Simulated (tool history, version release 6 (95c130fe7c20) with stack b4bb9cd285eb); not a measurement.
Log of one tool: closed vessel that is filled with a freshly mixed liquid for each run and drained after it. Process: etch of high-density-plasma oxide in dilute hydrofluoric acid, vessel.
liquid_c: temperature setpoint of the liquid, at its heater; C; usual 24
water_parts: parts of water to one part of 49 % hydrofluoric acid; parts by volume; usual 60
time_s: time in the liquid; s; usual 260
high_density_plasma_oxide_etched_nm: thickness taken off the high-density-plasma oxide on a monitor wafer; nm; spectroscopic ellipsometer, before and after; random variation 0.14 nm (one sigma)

run,day,liquid_c,water_parts,time_s,"read-back film thickness of the high-density-plasma oxide reference wafer, read on the same gauge (nm)",high_density_plasma_oxide_etched_nm
1,0,24,60,260,140.01,23.47
2,1.392,24,60,260,139.96,23.82
3,3.7,24,60,260,139.99,23.54
4,5.508,24,60,260,140,23.34
5,7.767,24,60,260,140.03,23.31
6,10.588,24,45,260,140,31.64
7,11.646,24,45,260,140.01,32.15
8,13.729,24,60,215,140,19.32
9,15.462,24,60,260,140,23.29
10,16.579,24,60,260,139.99,23.47
# day 18.158: thermometer replaced
11,18.742,24,60,260,140,23.19
12,20.238,21.5,60,260,139.97,20.72
# day 20.708: gauge calibrated
13,21.267,21.5,60,260,140.03,20.84
14,22.629,21.5,60,260,140.02,20.56
15,25.438,24,60,260,140,23.2
16,29.071,24,60,260,140,22.89
# day 30.317: hydrofluoric acid flow meter replaced
17,30.629,20,70,260,140,17
18,32.017,24,60,120,139.99,10.8
19,33.821,27.5,85,260,140,18.51
20,35.042,19.5,70,260,140.04,16.53
21,37.542,24,85,260,139.98,16.2
22,39.883,24,70,395,139.98,29.73
23,40.95,28,50,260,139.99,33.65
24,43.129,24,60,260,139.99,23.41
25,45.071,21.5,60,180,140.01,14.68
26,47.388,26.5,60,165,139.97,16.46
27,49.942,19.5,60,260,139.98,19.25
28,51.767,24,60,170,139.99,15.22
29,53.817,24,35,260,140.03,40.9
30,56.483,21.5,60,260,139.98,21.12

Measured less the same run without the tool's hidden state. The same run-to-run variation is in both; the gauge's scatter may not be:
The hidden state here: liquid colder than its thermometer reads (K); hydrofluoric acid flow below the setpoint (%); gauge reads high (%).
run,high_density_plasma_oxide_etched_nm
1,-0.08
2,-0.11
3,-0.16
4,-0.2
5,-0.24
6,-0.41
7,-0.45
8,-0.31
9,-0.41
10,-0.44
11,-0.48
12,-0.45
13,-0.48
14,-0.5
15,-0.62
16,-0.69
17,-0.02
18,-0.02
19,-0.07
20,-0.08
21,-0.12
22,-0.27
23,-0.34
24,-0.28
25,-0.2
26,-0.27
27,-0.35
28,-0.31
29,-0.86
30,-0.51
